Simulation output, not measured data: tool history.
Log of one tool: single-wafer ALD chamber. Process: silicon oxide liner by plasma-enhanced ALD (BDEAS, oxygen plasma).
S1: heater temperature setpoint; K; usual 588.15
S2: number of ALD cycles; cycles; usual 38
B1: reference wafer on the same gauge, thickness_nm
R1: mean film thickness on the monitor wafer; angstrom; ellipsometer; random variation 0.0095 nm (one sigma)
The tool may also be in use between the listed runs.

run 1 hour=0.0 | S1=583.15 S2=38 | B1=4.091 | R1=38.24
run 2 hour=6.6 | S1=583.15 S2=38 | B1=4.092 | R1=38.39
run 3 hour=18.5 | S1=583.15 S2=38 | B1=4.090 | R1=38.19
run 4 hour=50.1 | S1=598.15 S2=38 | B1=4.092 | R1=37.56
run 5 hour=60.7 | S1=598.15 S2=38 | B1=4.093 | R1=37.61
run 6 hour=70.0 | S1=591.15 S2=38 | B1=4.090 | R1=38.02
run 7 hour=85.7 | S1=591.15 S2=38 | B1=4.091 | R1=37.99
run 8 hour=100.9 | S1=591.15 S2=38 | B1=4.089 | R1=37.96
run 9 hour=115.6 | S1=588.15 S2=38 | B1=4.090 | R1=38.36
run 10 hour=132.7 | S1=588.15 S2=38 | B1=4.090 | R1=38.12
run 11 hour=145.0 | S1=595.15 S2=38 | B1=4.090 | R1=37.76
run 12 hour=158.2 | S1=595.15 S2=38 | B1=4.092 | R1=37.93
-- hour=170.0 thermocouple changed; heater temperature recalibrated
run 13 hour=170.5 | S1=595.15 S2=38 | B1=4.093 | R1=37.70
run 14 hour=175.5 | S1=588.15 S2=38 | B1=4.088 | R1=38.02
run 15 hour=189.3 | S1=579.15 S2=45 | B1=4.090 | R1=45.63
run 16 hour=197.6 | S1=582.15 S2=34 | B1=4.089 | R1=34.49

Predict the results of run 17:
-- hour=202.0 gauge calibrated
run 17 hour=207.3 | S1=588.15 S2=38 | B1=? | R1=?

B1: 4.090
R1: 38.19 angstrom
Were there no unlogged condition in the tool, this run, its random variation unchanged, would have produced R1 38.19 angstrom.

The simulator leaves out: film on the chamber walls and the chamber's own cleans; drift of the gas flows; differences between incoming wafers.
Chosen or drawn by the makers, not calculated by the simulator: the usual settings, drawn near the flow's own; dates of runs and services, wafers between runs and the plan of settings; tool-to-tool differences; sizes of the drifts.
